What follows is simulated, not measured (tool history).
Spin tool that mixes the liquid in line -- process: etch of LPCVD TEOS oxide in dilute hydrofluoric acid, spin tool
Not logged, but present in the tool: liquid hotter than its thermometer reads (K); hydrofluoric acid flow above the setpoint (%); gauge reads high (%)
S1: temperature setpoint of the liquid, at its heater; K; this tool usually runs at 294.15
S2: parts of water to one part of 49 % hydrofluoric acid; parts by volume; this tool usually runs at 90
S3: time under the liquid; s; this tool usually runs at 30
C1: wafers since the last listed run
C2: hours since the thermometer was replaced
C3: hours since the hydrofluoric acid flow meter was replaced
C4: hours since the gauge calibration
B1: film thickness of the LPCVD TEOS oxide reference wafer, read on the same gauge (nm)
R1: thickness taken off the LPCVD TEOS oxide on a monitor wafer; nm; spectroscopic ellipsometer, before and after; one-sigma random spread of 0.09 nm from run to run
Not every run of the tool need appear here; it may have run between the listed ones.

{"run": 1, "hour": 0.0, "S1": 294.15, "S2": 110, "S3": 40, "C1": 0, "C2": 1339.3, "C3": 364.9, "C4": 318.3, "B1": 50.01, "R1": 14.52}
{"run": 2, "hour": 35.2, "S1": 294.15, "S2": 110, "S3": 40, "C1": 446, "C2": 1374.5, "C3": 400.1, "C4": 353.5, "B1": 49.98, "R1": 14.61}
{"run": 3, "hour": 49.6, "S1": 294.15, "S2": 110, "S3": 40, "C1": 182, "C2": 1388.9, "C3": 414.5, "C4": 367.9, "B1": 49.98, "R1": 14.56}
{"run": 4, "hour": 75.9, "S1": 294.15, "S2": 90, "S3": 30, "C1": 333, "C2": 1415.2, "C3": 440.8, "C4": 394.2, "B1": 49.99, "R1": 13.77}
{"run": 5, "hour": 105.1, "S1": 294.15, "S2": 90, "S3": 30, "C1": 370, "C2": 1444.4, "C3": 470.0, "C4": 423.4, "B1": 49.99, "R1": 13.8}
{"run": 6, "hour": 122.0, "S1": 292.65, "S2": 90, "S3": 30, "C1": 214, "C2": 1461.3, "C3": 486.9, "C4": 440.3, "B1": 50.0, "R1": 12.88}
{"run": 7, "hour": 153.1, "S1": 294.15, "S2": 90, "S3": 25, "C1": 394, "C2": 1492.4, "C3": 518.0, "C4": 471.4, "B1": 50.02, "R1": 11.44}
{"run": 8, "hour": 181.3, "S1": 294.15, "S2": 90, "S3": 25, "C1": 357, "C2": 1520.6, "C3": 546.2, "C4": 499.6, "B1": 50.01, "R1": 11.47}
{"run": 9, "hour": 213.5, "S1": 294.15, "S2": 90, "S3": 30, "C1": 408, "C2": 1552.8, "C3": 578.4, "C4": 531.8, "B1": 50.0, "R1": 14.0}
{"run": 10, "hour": 238.5, "S1": 294.15, "S2": 90, "S3": 30, "C1": 317, "C2": 1577.8, "C3": 603.4, "C4": 556.8, "B1": 49.99, "R1": 13.91}
{"run": 11, "hour": 264.3, "S1": 294.15, "S2": 90, "S3": 30, "C1": 327, "C2": 1603.6, "C3": 629.2, "C4": 582.6, "B1": 50.0, "R1": 13.97}
{"run": 12, "hour": 293.9, "S1": 294.15, "S2": 90, "S3": 30, "C1": 375, "C2": 1633.2, "C3": 658.8, "C4": 612.2, "B1": 50.02, "R1": 14.14}
{"run": 13, "hour": 328.9, "S1": 294.15, "S2": 90, "S3": 30, "C1": 444, "C2": 1668.2, "C3": 693.8, "C4": 647.2, "B1": 50.02, "R1": 14.01}
{"run": 14, "hour": 377.2, "S1": 294.15, "S2": 90, "S3": 40, "C1": 612, "C2": 1716.5, "C3": 742.1, "C4": 695.5, "B1": 49.99, "R1": 18.55}
{"run": 15, "hour": 399.1, "S1": 291.65, "S2": 105, "S3": 15, "C1": 277, "C2": 1738.4, "C3": 764.0, "C4": 717.4, "B1": 50.01, "R1": 5.39}
{"hour": 413.4, "done": "thermometer replaced"}
{"run": 16, "hour": 430.4, "S1": 294.15, "S2": 90, "S3": 30, "C1": 384, "C2": 17.0, "C3": 795.3, "C4": 748.7, "B1": 49.97, "R1": 14.33}
{"run": 17, "hour": 443.4, "S1": 294.15, "S2": 90, "S3": 30, "C1": 164, "C2": 30.0, "C3": 808.3, "C4": 761.7, "B1": 50.0, "R1": 14.06}
{"run": 18, "hour": 472.6, "S1": 296.65, "S2": 110, "S3": 30, "C1": 370, "C2": 59.2, "C3": 837.5, "C4": 790.9, "B1": 49.99, "R1": 12.5}
{"run": 19, "hour": 500.7, "S1": 294.15, "S2": 120, "S3": 20, "C1": 356, "C2": 87.3, "C3": 865.6, "C4": 819.0, "B1": 49.99, "R1": 6.84}
{"run": 20, "hour": 535.1, "S1": 290.15, "S2": 90, "S3": 40, "C1": 436, "C2": 121.7, "C3": 900.0, "C4": 853.4, "B1": 50.02, "R1": 16.16}
{"run": 21, "hour": 563.8, "S1": 294.15, "S2": 90, "S3": 30, "C1": 364, "C2": 150.4, "C3": 928.7, "C4": 882.1, "B1": 50.0, "R1": 14.22}
{"run": 22, "hour": 583.7, "S1": 290.15, "S2": 55, "S3": 35, "C1": 252, "C2": 170.3, "C3": 948.6, "C4": 902.0, "B1": 50.01, "R1": 23.96}
{"hour": 592.8, "done": "hydrofluoric acid flow meter replaced"}
{"hour": 594.1, "done": "gauge calibrated"}
{"run": 23, "hour": 598.7, "S1": 292.65, "S2": 90, "S3": 30, "C1": 177, "C2": 185.3, "C3": 5.9, "C4": 4.6, "B1": 49.99, "R1": 12.37}
{"run": 24, "hour": 618.9, "S1": 294.15, "S2": 90, "S3": 30, "C1": 256, "C2": 205.5, "C3": 26.1, "C4": 24.8, "B1": 49.98, "R1": 13.17}
{"run": 25, "hour": 642.1, "S1": 296.15, "S2": 110, "S3": 30, "C1": 294, "C2": 228.7, "C3": 49.3, "C4": 48.0, "B1": 49.99, "R1": 11.48}
{"run": 26, "hour": 676.7, "S1": 294.15, "S2": 65, "S3": 45, "C1": 439, "C2": 263.3, "C3": 83.9, "C4": 82.6, "B1": 50.01, "R1": 28.44}
{"run": 27, "hour": 733.3, "S1": 298.65, "S2": 115, "S3": 30, "C1": 718, "C2": 319.9, "C3": 140.5, "C4": 139.2, "B1": 49.99, "R1": 12.09}
{"run": 28, "hour": 768.0, "S1": 290.15, "S2": 45, "S3": 30, "C1": 440, "C2": 354.6, "C3": 175.2, "C4": 173.9, "B1": 49.99, "R1": 23.52}

Forecast each of these 3 alternatives for the next run:
{"run": "A", "hour": 768.4, "S1": 296.65, "S2": 90, "S3": 30, "C1": 5, "C2": 355.0, "C3": 175.6, "C4": 174.3, "B1": "?", "R1": "?"}
{"run": "B", "hour": 768.4, "S1": 294.15, "S2": 125, "S3": 25, "C1": 5, "C2": 355.0, "C3": 175.6, "C4": 174.3, "B1": "?", "R1": "?"}
{"run": "C", "hour": 768.4, "S1": 290.65, "S2": 90, "S3": 30, "C1": 5, "C2": 355.0, "C3": 175.6, "C4": 174.3, "B1": "?", "R1": "?"}

run=A B1=50.01 R1=14.89
run=B B1=50.01 R1=7.77
run=C B1=50.01 R1=11.63
Without the tool's hidden state the same runs would have given:
run=A R1=14.59
run=B R1=7.60
run=C R1=11.40
